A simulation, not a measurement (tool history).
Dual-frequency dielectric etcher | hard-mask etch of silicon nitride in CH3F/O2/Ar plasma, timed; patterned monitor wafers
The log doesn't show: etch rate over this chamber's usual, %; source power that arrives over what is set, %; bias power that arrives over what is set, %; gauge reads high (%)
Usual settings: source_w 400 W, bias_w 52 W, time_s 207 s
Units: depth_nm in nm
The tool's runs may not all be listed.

| run | hour | source_w | bias_w | time_s | wafers since the last listed run | hours since the last wet clean | hours since the last source power generator calibration | hours since the last bias power generator calibration | hours since the last upper electrode change | hours since the gauge calibration | read-back reference wafer on the same gauge, depth_nm | depth_nm |
|---|---|---|---|---|---|---|---|---|---|---|---|---|
| 1 | 0 | 400 | 60 | 207 | 0 | 74.3 | 2548.2 | 1571.2 | 2431.5 | 430.6 | 149 | 135.1 |
| 2 | 16.3 | 400 | 60 | 207 | 96 | 90.6 | 2564.5 | 1587.5 | 2447.8 | 446.9 | 149.1 | 133.6 |
| 3 | 45.3 | 400 | 60 | 207 | 171 | 119.6 | 2593.5 | 1616.5 | 2476.8 | 475.9 | 149.1 | 135.5 |
| 4 | 80.8 | 400 | 52 | 207 | 209 | 155.1 | 2629 | 1652 | 2512.3 | 511.4 | 149 | 129.6 |
| 5 | 95.1 | 400 | 52 | 207 | 84 | 169.4 | 2643.3 | 1666.3 | 2526.6 | 525.7 | 149 | 129.5 |
| 6 | 117.7 | 400 | 52 | 207 | 133 | 192 | 2665.9 | 1688.9 | 2549.2 | 548.3 | 149.1 | 129.3 |
|  | 142.7 | source power generator calibrated |
|  | 161.2 | bias power generator calibrated |
|  | 162 | upper electrode replaced |
| 7 | 162.5 | 400 | 52 | 207 | 212 | 236.8 | 19.8 | 1.3 | 0.5 | 593.1 | 149 | 130.4 |
| 8 | 171.9 | 400 | 52 | 207 | 55 | 246.2 | 29.2 | 10.7 | 9.9 | 602.5 | 149.1 | 130 |
|  | 176.6 | gauge calibrated |
| 9 | 196.3 | 400 | 52 | 207 | 144 | 270.6 | 53.6 | 35.1 | 34.3 | 19.7 | 149.1 | 130.3 |
| 10 | 216.9 | 470 | 52 | 207 | 121 | 291.2 | 74.2 | 55.7 | 54.9 | 40.3 | 148.9 | 138.5 |
| 11 | 229.4 | 400 | 55 | 207 | 73 | 303.7 | 86.7 | 68.2 | 67.4 | 52.8 | 149.1 | 133.3 |
| 12 | 253.5 | 400 | 52 | 207 | 142 | 327.8 | 110.8 | 92.3 | 91.5 | 76.9 | 149 | 130.4 |
| 13 | 274.4 | 400 | 52 | 207 | 123 | 348.7 | 131.7 | 113.2 | 112.4 | 97.8 | 149 | 131.4 |
| 14 | 301.5 | 330 | 41 | 207 | 160 | 375.8 | 158.8 | 140.3 | 139.5 | 124.9 | 148.9 | 114.7 |
| 15 | 314.8 | 490 | 62 | 183 | 78 | 389.1 | 172.1 | 153.6 | 152.8 | 138.2 | 149 | 131.6 |
|  | 349.8 | wet clean of the chamber |
| 16 | 350.3 | 490 | 64 | 229.5 | 67 | 0.5 | 207.6 | 189.1 | 188.3 | 173.7 | 149.1 | 162.2 |
| 17 | 355.8 | 330 | 52 | 207 | 32 | 6 | 213.1 | 194.6 | 193.8 | 179.2 | 149 | 121.3 |
| 18 | 373.9 | 330 | 52 | 258 | 106 | 24.1 | 231.2 | 212.7 | 211.9 | 197.3 | 149 | 151.6 |
| 19 | 391.1 | 400 | 52 | 207 | 101 | 41.3 | 248.4 | 229.9 | 229.1 | 214.5 | 148.9 | 129.2 |
| 20 | 419.5 | 370 | 57 | 189 | 167 | 69.7 | 276.8 | 258.3 | 257.5 | 242.9 | 149 | 119.6 |
| 21 | 440.8 | 400 | 52 | 207 | 125 | 91 | 298.1 | 279.6 | 278.8 | 264.2 | 149.1 | 129.1 |
| 22 | 456.2 | 400 | 47 | 207 | 90 | 106.4 | 313.5 | 295 | 294.2 | 279.6 | 149 | 126.4 |
| 23 | 470.2 | 470 | 40 | 233 | 82 | 120.4 | 327.5 | 309 | 308.2 | 293.6 | 149.1 | 143.5 |

The same runs without the tool's hidden state, with the same run-to-run variation:
| run | depth_nm |
|---|---|
| 1 | 134.9 |
| 2 | 133.3 |
| 3 | 135 |
| 4 | 128.7 |
| 5 | 128.6 |
| 6 | 128.2 |
| 7 | 128.9 |
| 8 | 128.4 |
| 9 | 128.5 |
| 10 | 136.4 |
| 11 | 131.2 |
| 12 | 128.1 |
| 13 | 129 |
| 14 | 112.4 |
| 15 | 128.9 |
| 16 | 162.1 |
| 17 | 121.2 |
| 18 | 151.3 |
| 19 | 128.8 |
| 20 | 119 |
| 21 | 128.3 |
| 22 | 125.5 |
| 23 | 142.3 |
